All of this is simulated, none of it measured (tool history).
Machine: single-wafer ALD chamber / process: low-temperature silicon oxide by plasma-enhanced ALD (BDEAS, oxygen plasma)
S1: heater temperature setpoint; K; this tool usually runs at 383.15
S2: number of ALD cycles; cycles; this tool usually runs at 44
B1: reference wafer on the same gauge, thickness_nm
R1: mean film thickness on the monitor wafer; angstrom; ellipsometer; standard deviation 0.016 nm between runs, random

run,hour,S1,S2,B1,R1
1,0.0,390.15,44,7.576,63.12
2,19.1,383.15,44,7.573,63.78
3,32.0,383.15,44,7.559,63.61
4,49.8,383.15,44,7.561,63.79
5,66.6,383.15,44,7.552,63.65
6,81.8,383.15,44,7.536,63.70
7,107.3,383.15,44,7.530,63.66
8,129.2,383.15,44,7.513,63.61
9,147.6,383.15,44,7.510,63.21
10,173.8,383.15,51,7.620,74.45
11,193.1,383.15,51,7.620,74.63
12,211.2,383.15,44,7.610,64.41
13,230.5,383.15,44,7.612,64.17
14,266.4,383.15,51,7.603,74.48
15,283.8,376.15,36,7.601,53.10
16,309.1,368.15,50,7.595,75.98
17,324.0,388.15,36,7.582,51.96
18,353.3,383.15,47,7.584,68.61
19,379.5,368.15,44,7.572,66.59
20,411.2,390.15,41,7.559,58.14
21,441.1,373.15,44,7.536,65.26
22,467.3,398.15,44,7.624,62.41
23,500.2,393.15,53,7.624,75.96
24,527.3,383.15,44,7.616,64.20
25,550.1,393.15,41,7.616,58.59
26,572.2,383.15,44,7.606,64.09

Removed from this log: 3 entries logged between the listed runs. Between which two listed runs does each belong, and how does the tool's hidden state at the listed run before it compare with that at the listed run after it?
After run 9, before run 10: gauge calibrated (hour 152.3)
  gauge reads high (%): -1.4 -> 0.092
  difference, measured minus the result without the unlogged condition, R1: -0.90 -> +0.07 angstrom
After run 14, before run 15: thermocouple changed; heater temperature recalibrated (hour 275.7)
  gauge reads high (%): -0.0694 -> -0.124
  difference, measured minus the result without the unlogged condition, R1: -0.05 -> -0.07 angstrom
After run 21, before run 22: gauge calibrated (hour 445.0)
  gauge reads high (%): -0.974 -> 0.152
  difference, measured minus the result without the unlogged condition, R1: -0.64 -> +0.09 angstrom
